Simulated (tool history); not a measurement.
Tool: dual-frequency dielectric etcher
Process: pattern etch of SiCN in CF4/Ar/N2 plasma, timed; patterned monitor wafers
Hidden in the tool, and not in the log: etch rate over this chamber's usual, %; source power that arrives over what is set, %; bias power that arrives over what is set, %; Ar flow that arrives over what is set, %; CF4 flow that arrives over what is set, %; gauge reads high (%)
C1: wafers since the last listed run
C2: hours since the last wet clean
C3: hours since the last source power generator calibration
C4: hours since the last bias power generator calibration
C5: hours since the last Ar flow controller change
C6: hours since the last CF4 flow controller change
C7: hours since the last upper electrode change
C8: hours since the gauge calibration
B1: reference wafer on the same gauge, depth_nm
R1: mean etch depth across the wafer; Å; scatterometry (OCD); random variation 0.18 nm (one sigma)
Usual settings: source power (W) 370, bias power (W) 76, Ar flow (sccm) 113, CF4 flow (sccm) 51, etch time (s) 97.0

Run 1, hour 0.0: usual settings but Ar flow (sccm) 135, CF4 flow (sccm) 56; C1 0; C2 0.5; C3 5233.4; C4 706.6; C5 3902.1; C6 3309.8; C7 4745.9; C8 962.0; B1 58.2. Result: R1 729 Å.
At hour 8.9: CF4 flow controller replaced.
Run 2, hour 47.4: usual settings but source power (W) 430, Ar flow (sccm) 130; C1 465; C2 47.9; C3 5280.8; C4 754.0; C5 3949.5; C6 38.5; C7 4793.3; C8 1009.4; B1 58.2. Result: R1 821 Å.
Run 3, hour 151.0: usual settings but source power (W) 430, Ar flow (sccm) 130; C1 1164; C2 151.5; C3 5384.4; C4 857.6; C5 4053.1; C6 142.1; C7 4896.9; C8 1113.0; B1 58.2. Result: R1 814 Å.
Run 4, hour 196.4: usual settings; C1 510; C2 196.9; C3 5429.8; C4 903.0; C5 4098.5; C6 187.5; C7 4942.3; C8 1158.4; B1 58.2. Result: R1 747 Å.
Run 5, hour 231.4: usual settings; C1 393; C2 231.9; C3 5464.8; C4 938.0; C5 4133.5; C6 222.5; C7 4977.3; C8 1193.4; B1 58.2. Result: R1 747 Å.
At hour 265.8: source power generator calibrated.
Run 6, hour 291.0: usual settings; C1 625; C2 291.5; C3 25.2; C4 997.6; C5 4193.1; C6 282.1; C7 5036.9; C8 1253.0; B1 58.2. Result: R1 723 Å.
At hour 326.6: upper electrode replaced.
Run 7, hour 327.1: usual settings but source power (W) 450; C1 136; C2 327.6; C3 61.3; C4 1033.7; C5 4229.2; C6 318.2; C7 0.5; C8 1289.1; B1 58.2. Result: R1 847 Å.
Run 8, hour 380.8: usual settings but bias power (W) 70, CF4 flow (sccm) 63; C1 603; C2 381.3; C3 115.0; C4 1087.4; C5 4282.9; C6 371.9; C7 54.2; C8 1342.8; B1 58.2. Result: R1 727 Å.
Run 9, hour 424.4: usual settings but etch time (s) 83.0; C1 490; C2 424.9; C3 158.6; C4 1131.0; C5 4326.5; C6 415.5; C7 97.8; C8 1386.4; B1 58.2. Result: R1 620 Å.
At hour 478.5: wet clean of the chamber.
Run 10, hour 479.0: usual settings; C1 343; C2 0.5; C3 213.2; C4 1185.6; C5 4381.1; C6 470.1; C7 152.4; C8 1441.0; B1 58.2. Result: R1 728 Å.
At hour 510.6: Ar flow controller replaced.
Run 11, hour 531.3: usual settings but Ar flow (sccm) 94; C1 520; C2 52.8; C3 265.5; C4 1237.9; C5 20.7; C6 522.4; C7 204.7; C8 1493.3; B1 58.1. Result: R1 762 Å.
At hour 532.2: gauge calibrated.
Run 12, hour 586.6: usual settings but etch time (s) 79.5; C1 621; C2 108.1; C3 320.8; C4 1293.2; C5 76.0; C6 577.7; C7 260.0; C8 54.4; B1 58.2. Result: R1 595 Å.
Run 13, hour 623.7: usual settings but CF4 flow (sccm) 54; C1 417; C2 145.2; C3 357.9; C4 1330.3; C5 113.1; C6 614.8; C7 297.1; C8 91.5; B1 58.2. Result: R1 731 Å.
Run 14, hour 657.0: usual settings but source power (W) 390, etch time (s) 116.0; C1 374; C2 178.5; C3 391.2; C4 1363.6; C5 146.4; C6 648.1; C7 330.4; C8 124.8; B1 58.2. Result: R1 907 Å.
Run 15, hour 724.0: usual settings but Ar flow (sccm) 135, CF4 flow (sccm) 46; C1 753; C2 245.5; C3 458.2; C4 1430.6; C5 213.4; C6 715.1; C7 397.4; C8 191.8; B1 58.2. Result: R1 684 Å.
At hour 740.5: bias power generator calibrated.
Run 16, hour 749.5: usual settings; C1 241; C2 271.0; C3 483.7; C4 9.0; C5 238.9; C6 740.6; C7 422.9; C8 217.3; B1 58.2. Result: R1 732 Å.
Run 17, hour 799.2: usual settings but CF4 flow (sccm) 63; C1 558; C2 320.7; C3 533.4; C4 58.7; C5 288.6; C6 790.3; C7 472.6; C8 267.0; B1 58.2. Result: R1 757 Å.
Run 18, hour 864.0: usual settings but source power (W) 330, CF4 flow (sccm) 45, etch time (s) 82.0; C1 728; C2 385.5; C3 598.2; C4 123.5; C5 353.4; C6 855.1; C7 537.4; C8 331.8; B1 58.2. Result: R1 558 Å.
Run 19, hour 928.7: usual settings but Ar flow (sccm) 104, etch time (s) 111.5; C1 727; C2 450.2; C3 662.9; C4 188.2; C5 418.1; C6 919.8; C7 602.1; C8 396.5; B1 58.1. Result: R1 861 Å.
At hour 961.0: wet clean of the chamber.
Run 20, hour 975.0: usual settings but bias power (W) 89; C1 250; C2 14.0; C3 709.2; C4 234.5; C5 464.4; C6 966.1; C7 648.4; C8 442.8; B1 58.2. Result: R1 779 Å.
Run 21, hour 1036.7: usual settings but source power (W) 320, bias power (W) 60, Ar flow (sccm) 134; C1 693; C2 75.7; C3 770.9; C4 296.2; C5 526.1; C6 1027.8; C7 710.1; C8 504.5; B1 58.2. Result: R1 584 Å.
Run 22, hour 1085.4: usual settings but source power (W) 350, Ar flow (sccm) 137, etch time (s) 106.0; C1 547; C2 124.4; C3 819.6; C4 344.9; C5 574.8; C6 1076.5; C7 758.8; C8 553.2; B1 58.2. Result: R1 734 Å.

Forecast each of these 3 alternatives for the next run:
Run A, hour 1085.8: usual settings; C1 4; C2 124.8; C3 820.0; C4 345.3; C5 575.2; C6 1076.9; C7 759.2; C8 553.6; B1 ?. Result: R1 ?.
Run B, hour 1085.8: usual settings but source power (W) 420, bias power (W) 58, CF4 flow (sccm) 57; C1 4; C2 124.8; C3 820.0; C4 345.3; C5 575.2; C6 1076.9; C7 759.2; C8 553.6; B1 ?. Result: R1 ?.
Run C, hour 1085.8: usual settings but etch time (s) 80.0; C1 4; C2 124.8; C3 820.0; C4 345.3; C5 575.2; C6 1076.9; C7 759.2; C8 553.6; B1 ?. Result: R1 ?.

run    B1   R1
  A  58.2  736
  B  58.2  763
  C  58.2  607
Without the tool's hidden state the same runs would have given:
run   R1
  A  717
  B  743
  C  592
